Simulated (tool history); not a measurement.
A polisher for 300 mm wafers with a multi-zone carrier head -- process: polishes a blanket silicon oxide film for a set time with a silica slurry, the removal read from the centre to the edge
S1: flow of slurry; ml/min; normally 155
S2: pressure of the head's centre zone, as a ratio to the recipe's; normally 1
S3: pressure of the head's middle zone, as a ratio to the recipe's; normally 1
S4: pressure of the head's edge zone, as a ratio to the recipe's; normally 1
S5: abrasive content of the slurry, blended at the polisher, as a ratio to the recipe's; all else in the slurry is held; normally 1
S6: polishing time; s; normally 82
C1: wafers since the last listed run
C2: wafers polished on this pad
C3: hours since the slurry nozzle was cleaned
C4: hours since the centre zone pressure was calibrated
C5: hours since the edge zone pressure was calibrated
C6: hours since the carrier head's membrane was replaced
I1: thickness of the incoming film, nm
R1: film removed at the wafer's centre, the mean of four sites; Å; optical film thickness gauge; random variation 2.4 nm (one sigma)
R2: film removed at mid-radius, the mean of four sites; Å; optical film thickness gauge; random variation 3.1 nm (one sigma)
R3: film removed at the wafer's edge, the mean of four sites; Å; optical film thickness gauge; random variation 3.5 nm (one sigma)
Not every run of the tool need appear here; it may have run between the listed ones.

run	hour	S1	S2	S3	S4	S5	S6	C1	C2	C3	C4	C5	C6	I1	R1	R2	R3
1	0	155	1	1	1	1	82	0	627	513.6	207.8	341.7	1152.3	978.5	3137	3093	3009
2	25.4	155	1	1	1	1	82	352	980	539	233.2	367.1	1177.7	979.5	3116	3065	2946
3	37.6	155	1	1	1.08	1	82	169	1149	551.2	245.4	379.3	1189.9	972.7	3104	3078	3142
4	55.1	110	1	1	0.91	1	82	242	1392	568.7	262.9	396.8	1207.4	966.7	2890	2878	2728
# hour 69.5: worn pad replaced by a new one
5	78.2	155	1	1	1	1	82	264	120	591.8	286	419.9	1230.5	971	3106	3057	2997
6	98.7	155	1	1	1	1	82	284	404	612.3	306.5	440.4	1251	964.2	3116	3110	3022
7	121.2	155	1	1	1	1	82	312	716	634.8	329	462.9	1273.5	989.7	3128	3025	3010
8	134.9	155	1	1	1	1	82	190	907	648.5	342.7	476.6	1287.2	962.3	3110	3048	3002
# hour 155.1: slurry nozzle cleaned
9	155.6	110	0.92	0.9	1.07	1	82	273	1180	0.5	363.4	497.3	1307.9	974.5	2703	2629	3035
10	170.4	205	1	1	1	0.8	55	205	1385	15.3	378.2	512.1	1322.7	970.3	1926	1895	1829
# hour 176.8: worn pad replaced by a new one
11	197.8	155	0.91	1	1	1.15	82	324	291	42.7	405.6	539.5	1350.1	964.1	3011	3319	3114
12	224.7	155	1	1	1	1	82	373	664	69.6	432.5	566.4	1377	960.3	3096	3113	2951
# hour 245.6: centre zone pressure recalibrated
13	251.9	155	1	1	1.08	1	82	349	1013	96.8	6.3	593.6	1404.2	976	3110	3109	3198
14	268.7	155	1	1.08	1	1	82	233	1246	113.6	23.1	610.4	1421	971.3	3084	3284	2927
# hour 278.6: worn pad replaced by a new one
# hour 282.1: edge zone pressure recalibrated
# hour 287.1: carrier head's membrane replaced by a new one
15	296.8	155	0.89	1	1	1.15	82	237	155	141.7	51.2	14.7	9.7	984.3	2974	3253	3158
16	316.4	155	1	1	1	1	82	271	427	161.3	70.8	34.3	29.3	976.6	3058	3110	3081
17	342.2	155	0.95	1	1.03	1	82	357	785	187.1	96.6	60.1	55.1	959.9	2930	3106	3090
18	373	130	1.06	1	1	1.3	82	427	1212	217.9	127.4	90.9	85.9	976.9	3605	3349	3248
# hour 388: worn pad replaced by a new one
19	388.7	115	0.92	1	1.09	1	108	162	9	233.6	143.1	106.6	101.6	962.6	3591	3886	4003
20	409.9	125	1	1.09	1	1	82	294	303	254.8	164.3	127.8	122.8	953.4	2974	3195	2916

5 ways to go on from here, each from the tool as it stands after run 20. What would each give?
A	410.3	155	1	1	1	1	82	5	309	255.2	164.7	128.2	123.2	970.8	?	?	?
B	410.3	170	1	1	1	1	82	5	309	255.2	164.7	128.2	123.2	970.8	?	?	?
C	410.3	155	1.07	1	1	1.15	82	5	309	255.2	164.7	128.2	123.2	970.8	?	?	?
D	410.3	125	1	0.92	1	1	90	5	309	255.2	164.7	128.2	123.2	970.8	?	?	?
E	410.3	155	1	0.94	1	1	82	5	309	255.2	164.7	128.2	123.2	970.8	?	?	?

run	R1	R2	R3
A	3097	3074	2919
B	3147	3118	2949
C	3539	3281	3116
D	3258	3033	3124
E	3095	2918	2921
Without the tool's unlogged condition, the same runs would have read:
run	R1	R2	R3
A	3097	3074	2919
B	3147	3118	2949
C	3539	3281	3116
D	3258	3033	3124
E	3095	2918	2921

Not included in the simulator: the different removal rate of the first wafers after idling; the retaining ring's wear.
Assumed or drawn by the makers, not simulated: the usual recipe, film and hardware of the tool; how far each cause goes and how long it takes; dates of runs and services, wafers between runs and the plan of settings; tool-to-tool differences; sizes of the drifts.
